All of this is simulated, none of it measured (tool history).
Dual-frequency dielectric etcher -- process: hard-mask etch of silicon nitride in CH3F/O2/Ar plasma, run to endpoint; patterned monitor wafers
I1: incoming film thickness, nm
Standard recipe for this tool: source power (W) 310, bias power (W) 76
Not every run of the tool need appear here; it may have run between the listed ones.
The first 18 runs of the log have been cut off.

Run 19, day 15.367: usual settings; I1 41.87. Result: endpoint time (s) 66.6.
Run 20, day 16.15: usual settings but source power (W) 360, bias power (W) 67; I1 41.59. Result: endpoint time (s) 62.9.
Run 21, day 16.971: usual settings but source power (W) 260, bias power (W) 84; I1 41.55. Result: endpoint time (s) 71.
Run 22, day 17.496: usual settings but source power (W) 290, bias power (W) 83; I1 41.9. Result: endpoint time (s) 67.1.
Run 23, day 18.396: usual settings; I1 42.11. Result: endpoint time (s) 66.8.
At day 18.842: bias power generator calibrated.
At day 19.617: source power generator calibrated.
Run 24, day 19.867: usual settings but source power (W) 250, bias power (W) 61; I1 41.74. Result: endpoint time (s) 76.1.
Run 25, day 20.658: usual settings but source power (W) 360, bias power (W) 92; I1 41.81. Result: endpoint time (s) 58.8.
Run 26, day 21.529: usual settings but source power (W) 230, bias power (W) 69; I1 41.56. Result: endpoint time (s) 76.4.
At day 22.533: wet clean of the chamber.
Run 27, day 22.917: usual settings but source power (W) 340, bias power (W) 93; I1 41.59. Result: endpoint time (s) 62.8.
Run 28, day 24.312: usual settings but bias power (W) 85; I1 41.76. Result: endpoint time (s) 66.3.
Run 29, day 25.688: usual settings but bias power (W) 93; I1 41.35. Result: endpoint time (s) 64.1.
Run 30, day 26.954: usual settings but source power (W) 260, bias power (W) 59; I1 41.14. Result: endpoint time (s) 75.5.
Run 31, day 27.692: usual settings but source power (W) 230, bias power (W) 68; I1 41.54. Result: endpoint time (s) 78.5.
Run 32, day 28.979: usual settings but source power (W) 360, bias power (W) 67; I1 41.34. Result: endpoint time (s) 64.
Run 33, day 29.592: usual settings; I1 41.71. Result: endpoint time (s) 67.4.
Run 34, day 31.017: usual settings but source power (W) 370, bias power (W) 66; I1 41.91. Result: endpoint time (s) 64.1.
Run 35, day 32.117: usual settings but source power (W) 380, bias power (W) 68; I1 41.67. Result: endpoint time (s) 62.
Run 36, day 32.617: usual settings; I1 41.62. Result: endpoint time (s) 66.8.

Alternative continuations, all from the tool just after run 36; predict every row:
Run A, day 32.633: usual settings; I1 41.97. Result: endpoint time (s) ?.
Run B, day 32.633: usual settings but source power (W) 380, bias power (W) 81; I1 41.97. Result: endpoint time (s) ?.
Run C, day 32.633: usual settings but source power (W) 230; I1 41.97. Result: endpoint time (s) ?.

run  endpoint time (s)
  A               67.2
  B               60.6
  C               77.1
Take away the tool's hidden state, keep each run's random variation, and the runs would have read:
run  endpoint time (s)
  A               69.1
  B               62.3
  C               79.2
